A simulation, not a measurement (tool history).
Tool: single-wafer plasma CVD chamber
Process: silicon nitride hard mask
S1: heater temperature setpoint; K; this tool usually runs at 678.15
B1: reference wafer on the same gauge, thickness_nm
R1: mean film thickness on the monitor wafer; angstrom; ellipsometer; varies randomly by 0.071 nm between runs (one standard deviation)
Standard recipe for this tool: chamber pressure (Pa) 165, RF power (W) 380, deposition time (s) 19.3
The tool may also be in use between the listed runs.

{"run": 1, "hour": 0.0, "S1": 678.15, "chamber pressure (Pa)": 173, "RF power (W)": 380, "deposition time (s)": 19.3, "B1": 19.395, "R1": 227.36}
{"run": 2, "hour": 9.6, "S1": 678.15, "chamber pressure (Pa)": 173, "RF power (W)": 380, "deposition time (s)": 19.3, "B1": 19.381, "R1": 228.01}
{"run": 3, "hour": 25.4, "S1": 678.15, "chamber pressure (Pa)": 165, "RF power (W)": 380, "deposition time (s)": 19.3, "B1": 19.408, "R1": 226.42}
{"run": 4, "hour": 32.3, "S1": 678.15, "chamber pressure (Pa)": 165, "RF power (W)": 380, "deposition time (s)": 19.3, "B1": 19.385, "R1": 225.43}
{"run": 5, "hour": 48.1, "S1": 678.15, "chamber pressure (Pa)": 165, "RF power (W)": 380, "deposition time (s)": 19.3, "B1": 19.39, "R1": 224.49}
{"hour": 61.6, "done": "thermocouple changed; heater temperature recalibrated"}
{"hour": 61.6, "done": "showerhead replaced"}
{"run": 6, "hour": 62.1, "S1": 666.15, "chamber pressure (Pa)": 165, "RF power (W)": 380, "deposition time (s)": 19.3, "B1": 19.39, "R1": 226.16}
{"run": 7, "hour": 69.6, "S1": 666.15, "chamber pressure (Pa)": 165, "RF power (W)": 380, "deposition time (s)": 19.3, "B1": 19.401, "R1": 227.1}
{"run": 8, "hour": 76.4, "S1": 678.15, "chamber pressure (Pa)": 165, "RF power (W)": 380, "deposition time (s)": 19.3, "B1": 19.367, "R1": 226.36}
{"hour": 77.2, "done": "gauge calibrated"}
{"run": 9, "hour": 90.3, "S1": 667.15, "chamber pressure (Pa)": 176, "RF power (W)": 320, "deposition time (s)": 16.1, "B1": 19.393, "R1": 165.16}
{"hour": 102.6, "done": "capacitance manometer re-zeroed and calibrated"}
{"hour": 105.8, "done": "RF generator calibrated"}
{"run": 10, "hour": 106.3, "S1": 686.15, "chamber pressure (Pa)": 165, "RF power (W)": 380, "deposition time (s)": 17.1, "B1": 19.386, "R1": 200.46}
{"run": 11, "hour": 143.3, "S1": 666.15, "chamber pressure (Pa)": 165, "RF power (W)": 380, "deposition time (s)": 19.3, "B1": 19.361, "R1": 226.4}
{"run": 12, "hour": 154.6, "S1": 678.15, "chamber pressure (Pa)": 184, "RF power (W)": 400, "deposition time (s)": 19.3, "B1": 19.409, "R1": 240.93}
{"hour": 167.8, "done": "gauge calibrated"}
{"run": 13, "hour": 167.8, "S1": 678.15, "chamber pressure (Pa)": 165, "RF power (W)": 305, "deposition time (s)": 19.3, "B1": 19.397, "R1": 185.86}
{"run": 14, "hour": 178.5, "S1": 678.15, "chamber pressure (Pa)": 165, "RF power (W)": 335, "deposition time (s)": 19.3, "B1": 19.379, "R1": 202.88}

Alternative continuations, all from the tool just after run 14; predict every row:
{"run": "A", "hour": 178.9, "S1": 678.15, "chamber pressure (Pa)": 165, "RF power (W)": 380, "deposition time (s)": 19.3, "B1": "?", "R1": "?"}
{"run": "B", "hour": 178.9, "S1": 668.15, "chamber pressure (Pa)": 165, "RF power (W)": 380, "deposition time (s)": 16.0, "B1": "?", "R1": "?"}
{"run": "C", "hour": 178.9, "S1": 663.15, "chamber pressure (Pa)": 192, "RF power (W)": 450, "deposition time (s)": 15.6, "B1": "?", "R1": "?"}

run=A B1=19.417 R1=224.79
run=B B1=19.417 R1=187.14
run=C B1=19.417 R1=215.04
Had the tool no hidden state, the same runs would have come out as:
run=A R1=224.79
run=B R1=187.14
run=C R1=215.04
